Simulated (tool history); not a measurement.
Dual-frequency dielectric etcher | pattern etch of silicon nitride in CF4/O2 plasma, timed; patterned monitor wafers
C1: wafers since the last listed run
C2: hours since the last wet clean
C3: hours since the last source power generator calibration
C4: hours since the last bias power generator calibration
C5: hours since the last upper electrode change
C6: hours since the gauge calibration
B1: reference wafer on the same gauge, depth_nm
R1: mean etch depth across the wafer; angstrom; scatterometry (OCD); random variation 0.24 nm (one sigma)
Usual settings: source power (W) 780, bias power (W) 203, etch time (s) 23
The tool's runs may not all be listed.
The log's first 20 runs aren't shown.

run 21 hour=537 | source_power_(W)=710 bias_power_(W)=237 etch_time_(s)=20 | C1=319 C2=229.8 C3=68.3 C4=37.8 C5=39.7 C6=53.6 | B1=67.2 | R1=682
run 22 hour=563.5 | source_power_(W)=590 bias_power_(W)=203 etch_time_(s)=28.5 | C1=374 C2=256.3 C3=94.8 C4=64.3 C5=66.2 C6=80.1 | B1=67.2 | R1=806
run 23 hour=586.1 | source_power_(W)=780 bias_power_(W)=203 etch_time_(s)=23 | C1=319 C2=278.9 C3=117.4 C4=86.9 C5=88.8 C6=102.7 | B1=67.2 | R1=752
run 24 hour=616.6 | source_power_(W)=780 bias_power_(W)=203 etch_time_(s)=23 | C1=431 C2=309.4 C3=147.9 C4=117.4 C5=119.3 C6=133.2 | B1=67.2 | R1=753
run 25 hour=649.8 | source_power_(W)=860 bias_power_(W)=203 etch_time_(s)=26 | C1=469 C2=342.6 C3=181.1 C4=150.6 C5=152.5 C6=166.4 | B1=67.2 | R1=900
run 26 hour=679.9 | source_power_(W)=780 bias_power_(W)=170 etch_time_(s)=16.5 | C1=425 C2=372.7 C3=211.2 C4=180.7 C5=182.6 C6=196.5 | B1=67.2 | R1=483
-- hour=755.5 wet clean of the chamber
run 27 hour=756 | source_power_(W)=840 bias_power_(W)=203 etch_time_(s)=18 | C1=736 C2=0.5 C3=287.3 C4=256.8 C5=258.7 C6=272.6 | B1=67.2 | R1=606
run 28 hour=761.7 | source_power_(W)=780 bias_power_(W)=203 etch_time_(s)=19.5 | C1=80 C2=6.2 C3=293 C4=262.5 C5=264.4 C6=278.3 | B1=67.2 | R1=626
run 29 hour=776.2 | source_power_(W)=780 bias_power_(W)=160 etch_time_(s)=25 | C1=204 C2=20.7 C3=307.5 C4=277 C5=278.9 C6=292.8 | B1=67.3 | R1=689
run 30 hour=805.7 | source_power_(W)=780 bias_power_(W)=203 etch_time_(s)=23 | C1=417 C2=50.2 C3=337 C4=306.5 C5=308.4 C6=322.3 | B1=67.2 | R1=749
run 31 hour=839.8 | source_power_(W)=780 bias_power_(W)=203 etch_time_(s)=23 | C1=482 C2=84.3 C3=371.1 C4=340.6 C5=342.5 C6=356.4 | B1=67.2 | R1=745

Forecast each of these 3 alternatives for the next run:
run A hour=840.2 | source_power_(W)=780 bias_power_(W)=227 etch_time_(s)=23 | C1=5 C2=84.7 C3=371.5 C4=341 C5=342.9 C6=356.8 | B1=? | R1=?
run B hour=840.2 | source_power_(W)=780 bias_power_(W)=165 etch_time_(s)=18 | C1=5 C2=84.7 C3=371.5 C4=341 C5=342.9 C6=356.8 | B1=? | R1=?
run C hour=840.2 | source_power_(W)=690 bias_power_(W)=181 etch_time_(s)=27.5 | C1=5 C2=84.7 C3=371.5 C4=341 C5=342.9 C6=356.8 | B1=? | R1=?

run=A B1=67.2 R1=798
run=B B1=67.2 R1=509
run=C B1=67.2 R1=774
Without the tool's hidden state the same runs would have given:
run=A R1=798
run=B R1=509
run=C R1=774

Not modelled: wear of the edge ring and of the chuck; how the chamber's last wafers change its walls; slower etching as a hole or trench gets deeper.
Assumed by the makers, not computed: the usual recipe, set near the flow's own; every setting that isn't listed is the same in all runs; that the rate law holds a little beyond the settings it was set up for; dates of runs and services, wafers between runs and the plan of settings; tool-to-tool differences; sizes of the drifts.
